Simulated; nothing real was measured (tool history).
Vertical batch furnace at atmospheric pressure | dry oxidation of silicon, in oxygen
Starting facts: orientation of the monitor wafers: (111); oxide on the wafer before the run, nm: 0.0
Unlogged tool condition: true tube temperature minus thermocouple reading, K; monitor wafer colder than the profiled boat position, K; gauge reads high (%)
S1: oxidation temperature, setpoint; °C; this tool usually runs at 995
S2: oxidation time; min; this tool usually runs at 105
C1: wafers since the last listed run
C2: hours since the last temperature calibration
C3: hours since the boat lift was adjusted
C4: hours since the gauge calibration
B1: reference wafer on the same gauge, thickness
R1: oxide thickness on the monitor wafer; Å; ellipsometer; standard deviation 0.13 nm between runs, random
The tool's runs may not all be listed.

run	hour	S1	S2	C1	C2	C3	C4	B1	R1
1	0	995	105	0	2731.7	3811.5	102.2	100.38	923.8
2	7.9	995	105	83	2739.6	3819.4	110.1	100.41	921.9
3	25.4	995	105	185	2757.1	3836.9	127.6	100.4	922
4	40.8	995	105	163	2772.5	3852.3	143	100.41	920.9
5	54.8	995	142	148	2786.5	3866.3	157	100.39	1115.5
6	72.7	995	142	189	2804.4	3884.2	174.9	100.44	1118
7	84.8	995	142	128	2816.5	3896.3	187	100.43	1118.9
8	92.1	995	126.5	77	2823.8	3903.6	194.3	100.39	1039.6
9	101.2	995	105	96	2832.9	3912.7	203.4	100.44	923.9
10	120.2	995	105	201	2851.9	3931.7	222.4	100.36	921.2
11	137.1	995	105	179	2868.8	3948.6	239.3	100.39	924
12	153.3	995	105	171	2885	3964.8	255.5	100.45	924.2
13	172.3	995	105	201	2904	3983.8	274.5	100.37	921.9
14	183	995	105	113	2914.7	3994.5	285.2	100.43	921.8
15	200.8	995	105	188	2932.5	4012.3	303	100.4	919.6
16	218	995	80	182	2949.7	4029.5	320.2	100.38	774
17	236.5	978	105	196	2968.2	4048	338.7	100.4	819.1
18	255.3	973	130	199	2987	4066.8	357.5	100.42	908.4
# hour 286.4: boat lift adjusted
19	286.9	1020	123	80	3018.6	0.5	389.1	100.42	1205.4
20	291.6	995	105	49	3023.3	5.2	393.8	100.38	923.1
21	309.8	974	105	193	3041.5	23.4	412	100.4	794.2
# hour 330.5: gauge calibrated
# hour 334: thermocouples replaced and temperature profile calibrated
22	334.5	995	105	7	0.5	48.1	4	100.35	886.6
23	339.2	995	105	49	5.2	52.8	8.7	100.39	885.7
24	346.4	1004	74	76	12.4	60	15.9	100.41	752.3
25	364.1	995	126.5	187	30.1	77.7	33.6	100.41	999
26	379	980	85	158	45	92.6	48.5	100.4	693.2
27	386.2	971	59.5	76	52.2	99.8	55.7	100.39	508.4
28	405.2	1017	75.5	201	71.2	118.8	74.7	100.39	841.9
29	416.7	995	144	121	82.7	130.3	86.2	100.42	1087.9
30	434.1	995	105	184	100.1	147.7	103.6	100.38	890.4
31	447.4	1011	120.5	141	113.4	161	116.9	100.36	1089.2
32	460.9	984	105	143	126.9	174.5	130.4	100.39	822.2
33	478.2	995	105	183	144.2	191.8	147.7	100.39	889.6

Had the tool no unlogged condition, and each run kept its random variation, what would the results have been?
run	R1
1	886.7
2	884.9
3	884.9
4	883.8
5	1072.2
6	1074.5
7	1075.4
8	998.6
9	886.6
10	884
11	886.6
12	886.8
13	884.5
14	884.5
15	882.3
16	741.6
17	785.3
18	870.7
19	1162.4
20	885.5
21	760.6
22	886.2
23	885.2
24	751.6
25	997.5
26	691.7
27	507
28	839.4
29	1084.3
30	886.9
31	1084.4
32	818.2
33	884.7
